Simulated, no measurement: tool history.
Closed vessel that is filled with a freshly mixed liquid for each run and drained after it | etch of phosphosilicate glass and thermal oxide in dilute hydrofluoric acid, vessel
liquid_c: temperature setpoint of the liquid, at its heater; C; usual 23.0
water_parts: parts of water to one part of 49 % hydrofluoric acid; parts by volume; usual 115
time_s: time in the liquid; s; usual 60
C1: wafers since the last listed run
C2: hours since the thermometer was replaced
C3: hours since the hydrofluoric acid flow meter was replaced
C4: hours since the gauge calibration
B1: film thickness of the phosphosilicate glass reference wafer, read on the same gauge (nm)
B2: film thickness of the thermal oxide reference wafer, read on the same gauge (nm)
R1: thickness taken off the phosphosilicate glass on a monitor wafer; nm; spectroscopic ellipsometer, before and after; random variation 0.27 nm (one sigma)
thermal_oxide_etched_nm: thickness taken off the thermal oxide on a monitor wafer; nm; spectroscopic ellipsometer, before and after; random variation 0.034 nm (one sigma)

Run 1, day 0.000: usual settings; C1 0; C2 1453.0; C3 1113.3; C4 121.6; B1 130.02; B2 129.980. Result: R1 47.27 nm, thermal_oxide_etched_nm 1.918 nm.
Run 2, day 0.617: usual settings; C1 997; C2 1467.8; C3 1128.1; C4 136.4; B1 129.99; B2 130.017. Result: R1 46.93 nm, thermal_oxide_etched_nm 1.843 nm.
Run 3, day 2.488: usual settings; C1 3026; C2 1512.7; C3 1173.0; C4 181.3; B1 129.98; B2 130.009. Result: R1 46.84 nm, thermal_oxide_etched_nm 1.870 nm.
Run 4, day 2.875: usual settings; C1 626; C2 1522.0; C3 1182.3; C4 190.6; B1 129.95; B2 129.970. Result: R1 46.56 nm, thermal_oxide_etched_nm 1.916 nm.
Run 5, day 3.171: usual settings; C1 478; C2 1529.1; C3 1189.4; C4 197.7; B1 130.01; B2 129.981. Result: R1 46.40 nm, thermal_oxide_etched_nm 1.881 nm.
Run 6, day 3.662: usual settings; C1 795; C2 1540.9; C3 1201.2; C4 209.5; B1 130.00; B2 130.012. Result: R1 46.29 nm, thermal_oxide_etched_nm 1.894 nm.
Run 7, day 4.292: usual settings; C1 1017; C2 1556.0; C3 1216.3; C4 224.6; B1 130.03; B2 129.976. Result: R1 46.00 nm, thermal_oxide_etched_nm 1.843 nm.
Run 8, day 4.850: usual settings; C1 903; C2 1569.4; C3 1229.7; C4 238.0; B1 129.99; B2 130.002. Result: R1 46.38 nm, thermal_oxide_etched_nm 1.859 nm.
At day 5.425: hydrofluoric acid flow meter replaced.
Run 9, day 5.446: usual settings; C1 896; C2 1583.7; C3 0.5; C4 252.3; B1 130.00; B2 129.976. Result: R1 51.78 nm, thermal_oxide_etched_nm 2.094 nm.
Run 10, day 6.321: usual settings; C1 1415; C2 1604.7; C3 21.5; C4 273.3; B1 130.00; B2 130.042. Result: R1 51.78 nm, thermal_oxide_etched_nm 2.050 nm.
At day 6.408: thermometer replaced.
Run 11, day 6.708: usual settings; C1 559; C2 7.2; C3 30.8; C4 282.6; B1 130.03; B2 129.957. Result: R1 57.18 nm, thermal_oxide_etched_nm 2.298 nm.
Run 12, day 7.417: usual settings; C1 1146; C2 24.2; C3 47.8; C4 299.6; B1 129.99; B2 129.981. Result: R1 56.44 nm, thermal_oxide_etched_nm 2.344 nm.
At day 7.808: gauge calibrated.
Run 13, day 8.058: usual settings but time_s 90 s; C1 1038; C2 39.6; C3 63.2; C4 6.0; B1 130.00; B2 129.991. Result: R1 84.69 nm, thermal_oxide_etched_nm 3.429 nm.
Run 14, day 8.800: usual settings; C1 1199; C2 57.4; C3 81.0; C4 23.8; B1 130.01; B2 130.030. Result: R1 56.40 nm, thermal_oxide_etched_nm 2.239 nm.
Run 15, day 9.217: usual settings; C1 674; C2 67.4; C3 91.0; C4 33.8; B1 130.01; B2 129.996. Result: R1 56.46 nm, thermal_oxide_etched_nm 2.261 nm.
Run 16, day 9.758: usual settings but liquid_c 25.5 C, water_parts 145 parts by volume, time_s 35 s; C1 876; C2 80.4; C3 104.0; C4 46.8; B1 129.99; B2 130.028. Result: R1 27.78 nm, thermal_oxide_etched_nm 1.127 nm.
Run 17, day 10.392: usual settings but liquid_c 21.0 C, water_parts 90 parts by volume, time_s 70 s; C1 1024; C2 95.6; C3 119.2; C4 62.0; B1 129.99; B2 130.014. Result: R1 79.96 nm, thermal_oxide_etched_nm 3.205 nm.
Run 18, day 11.117: usual settings but water_parts 80 parts by volume, time_s 75 s; C1 1173; C2 113.0; C3 136.6; C4 79.4; B1 130.01; B2 130.020. Result: R1 105.00 nm, thermal_oxide_etched_nm 4.394 nm.
Run 19, day 11.796: usual settings but liquid_c 24.5 C, time_s 30 s; C1 1098; C2 129.3; C3 152.9; C4 95.7; B1 130.00; B2 129.988. Result: R1 29.87 nm, thermal_oxide_etched_nm 1.188 nm.
Run 20, day 12.342: usual settings but liquid_c 24.5 C, time_s 30 s; C1 883; C2 142.4; C3 166.0; C4 108.8; B1 130.00; B2 130.015. Result: R1 29.73 nm, thermal_oxide_etched_nm 1.206 nm.
Run 21, day 12.800: usual settings but water_parts 75 parts by volume, time_s 85 s; C1 741; C2 153.4; C3 177.0; C4 119.8; B1 130.00; B2 130.022. Result: R1 127.60 nm, thermal_oxide_etched_nm 5.086 nm.
Run 22, day 13.358: usual settings but liquid_c 20.0 C, water_parts 90 parts by volume, time_s 45 s; C1 903; C2 166.8; C3 190.4; C4 133.2; B1 129.99; B2 129.971. Result: R1 48.55 nm, thermal_oxide_etched_nm 1.991 nm.
Run 23, day 14.075: usual settings but time_s 70 s; C1 1159; C2 184.0; C3 207.6; C4 150.4; B1 130.02; B2 130.015. Result: R1 65.03 nm, thermal_oxide_etched_nm 2.632 nm.
Run 24, day 14.571: usual settings but water_parts 75 parts by volume; C1 802; C2 195.9; C3 219.5; C4 162.3; B1 130.01; B2 129.987. Result: R1 88.47 nm, thermal_oxide_etched_nm 3.611 nm.
Run 25, day 15.246: usual settings; C1 1092; C2 212.1; C3 235.7; C4 178.5; B1 129.98; B2 129.994. Result: R1 54.77 nm, thermal_oxide_etched_nm 2.175 nm.
Run 26, day 15.512: usual settings; C1 431; C2 218.5; C3 242.1; C4 184.9; B1 130.01; B2 129.999. Result: R1 55.56 nm, thermal_oxide_etched_nm 2.257 nm.

Forecast each of these 3 alternatives for the next run:
Run A, day 15.542: usual settings; C1 47; C2 219.2; C3 242.8; C4 185.6; B1 ?; B2 ?. Result: R1 ?, thermal_oxide_etched_nm ?.
Run B, day 15.542: usual settings but liquid_c 24.5 C, water_parts 140 parts by volume; C1 47; C2 219.2; C3 242.8; C4 185.6; B1 ?; B2 ?. Result: R1 ?, thermal_oxide_etched_nm ?.
Run C, day 15.542: usual settings but water_parts 155 parts by volume; C1 47; C2 219.2; C3 242.8; C4 185.6; B1 ?; B2 ?. Result: R1 ?, thermal_oxide_etched_nm ?.

run      B1       B2     R1  thermal_oxide_etched_nm
  A  130.00  129.948  55.42                    2.166
  B  130.00  129.948  46.85                    1.831
  C  130.00  129.948  39.26                    1.535
Without the tool's hidden state the same runs would have given:
run     R1  thermal_oxide_etched_nm
  A  57.95                    2.265
  B  49.01                    1.916
  C  41.08                    1.606
